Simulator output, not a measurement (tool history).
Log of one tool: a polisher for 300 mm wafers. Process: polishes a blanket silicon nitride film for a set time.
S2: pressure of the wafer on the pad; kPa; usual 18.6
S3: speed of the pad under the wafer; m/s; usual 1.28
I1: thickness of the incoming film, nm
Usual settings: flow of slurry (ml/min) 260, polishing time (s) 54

Run 1, hour 0: usual settings but S3 1.36 m/s; I1 876.7. Result: film removed (Å) 820.
Run 2, hour 45.5: usual settings; I1 874.1. Result: film removed (Å) 762.
At hour 90.5: worn pad replaced by a new one.
Run 3, hour 133.7: usual settings; I1 873.3. Result: film removed (Å) 743.
Run 4, hour 170.1: usual settings; I1 881.9. Result: film removed (Å) 727.
At hour 203.2: slurry nozzle cleaned.
Run 5, hour 462: usual settings but flow of slurry (ml/min) 195, S2 22.1 kPa; I1 881.5. Result: film removed (Å) 810.
Run 6, hour 554.9: usual settings but polishing time (s) 59; I1 894.6. Result: film removed (Å) 798.
Run 7, hour 616.7: usual settings; I1 865.1. Result: film removed (Å) 709.
Run 8, hour 662.2: usual settings; I1 878.8. Result: film removed (Å) 701.
At hour 672.1: head pressure recalibrated.
Run 9, hour 736.7: usual settings; I1 877.4. Result: film removed (Å) 785.
At hour 757.2: worn pad replaced by a new one.
Run 10, hour 819.7: usual settings; I1 893.1. Result: film removed (Å) 798.
Run 11, hour 911.6: usual settings but S3 1.46 m/s; I1 891.9. Result: film removed (Å) 860.
At hour 971.3: slurry nozzle cleaned.
Run 12, hour 1011.4: usual settings but S3 1.46 m/s; I1 874.5. Result: film removed (Å) 907.
Run 13, hour 1050.5: usual settings but S2 17.2 kPa; I1 881.5. Result: film removed (Å) 749.
Run 14, hour 1356.4: usual settings but S2 17.2 kPa; I1 871. Result: film removed (Å) 732.
At hour 1420.6: worn pad replaced by a new one.
Run 15, hour 1435: usual settings; I1 861.8. Result: film removed (Å) 767.
Run 16, hour 1494.7: usual settings but polishing time (s) 39; I1 879.4. Result: film removed (Å) 546.
Run 17, hour 1558.3: usual settings but polishing time (s) 39; I1 883.4. Result: film removed (Å) 531.
Run 18, hour 1594.8: usual settings; I1 877.6. Result: film removed (Å) 724.
At hour 1732.9: head pressure recalibrated.
At hour 1759: slurry nozzle cleaned.
Run 19, hour 1783.1: usual settings but polishing time (s) 40; I1 861.8. Result: film removed (Å) 612.

Forecast run 20:
Run 20, hour 1836.2: usual settings but flow of slurry (ml/min) 230; I1 867.4. Result: film removed (Å) ?.

film removed (Å): 821
Without the tool's hidden state the same run would have given film removed (Å) 818.
